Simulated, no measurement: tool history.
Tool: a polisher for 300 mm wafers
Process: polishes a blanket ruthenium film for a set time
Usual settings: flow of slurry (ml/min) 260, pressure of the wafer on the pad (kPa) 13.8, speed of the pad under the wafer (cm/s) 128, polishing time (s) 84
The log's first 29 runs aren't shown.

run,hour,flow of slurry (ml/min),pressure of the wafer on the pad (kPa),speed of the pad under the wafer (cm/s),polishing time (s),wafers since the last listed run,wafers polished on this pad,hours since the slurry nozzle was cleaned,hours since the head pressure was calibrated,"incoming thickness of the incoming film, nm",film removed (nm)
30,776.2,260,13.8,152,56,71,1019,173.7,271.7,472.9,77.8
31,794.5,260,13.8,128,84,101,1121,192,290,479.8,98.1
# hour 816.7: worn pad replaced by a new one
32,818.4,300,11.7,84,84,110,9,215.9,313.9,484.1,63.2
33,838.3,260,13.8,128,84,110,120,235.8,333.8,480.6,108.7
34,930,260,12.4,128,84,510,630,327.5,425.5,475.9,91.6
35,943,260,13.8,144,63,72,702,340.5,438.5,486.4,85.1
36,974.3,205,11.7,128,98,174,877,371.8,469.8,478.5,93.5
# hour 993.1: slurry nozzle cleaned
37,993.6,185,13.8,128,84,101,978,0.5,489.1,487.5,95

4 ways to go on from here, each from the tool as it stands after run 37. What would each give?
A,994,290,13.8,128,84,2,981,0.9,489.5,477.8,?
B,994,260,13.8,128,102,2,981,0.9,489.5,477.8,?
C,994,210,15.9,128,84,2,981,0.9,489.5,477.8,?
D,994,260,9,128,103,2,981,0.9,489.5,477.8,?

run,film removed (nm)
A,98.4
B,118.3
C,109.6
D,77.6
Without the tool's hidden state the same runs would have given:
run,film removed (nm)
A,113.1
B,136
C,126.2
D,89.3
